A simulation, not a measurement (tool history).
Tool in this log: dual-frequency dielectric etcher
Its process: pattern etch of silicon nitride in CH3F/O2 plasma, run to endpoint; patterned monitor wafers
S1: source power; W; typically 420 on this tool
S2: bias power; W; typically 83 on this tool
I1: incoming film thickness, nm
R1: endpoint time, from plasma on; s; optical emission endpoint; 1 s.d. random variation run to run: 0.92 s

run,hour,S1,S2,I1,R1
1,0,470,89,93.9,98.8
2,53.3,420,83,94.3,106
# hour 102: wet clean of the chamber
3,102.5,420,83,93.7,109.6
4,146.2,420,83,93.6,107.3
5,191.9,420,83,93.1,106.1
6,228.6,350,73,93.6,122.9
# hour 276.4: upper electrode replaced
7,276.9,350,73,93.7,123.4
8,299.5,420,83,93.2,108
9,366.5,350,73,93.7,124.2
# hour 386.9: bias power generator calibrated
10,424.7,460,73,94.5,109.9
11,460.7,460,68,93.6,112.2
12,520.3,420,104,94.1,93.7
# hour 549.3: wet clean of the chamber
13,592.1,470,91,93.3,99.7
# hour 636.9: source power generator calibrated
14,650.4,420,89,93.8,105.3
15,721.8,370,63,94.4,132
16,787,420,104,92.8,94.5
17,834.2,500,83,94.5,100.5

Predict each of these 4 candidate next runs independently; none follows another, all start after run 17:
A,834.7,420,83,93.5,?
B,834.7,500,97,93.5,?
C,834.7,330,72,93.5,?
D,834.7,370,83,93.5,?

run,R1
A,107.3
B,92.5
C,127.8
D,113.1
Stripped of hidden state, with their random variation kept, the same runs would have yielded:
run,R1
A,109.3
B,94.2
C,130.1
D,115.2
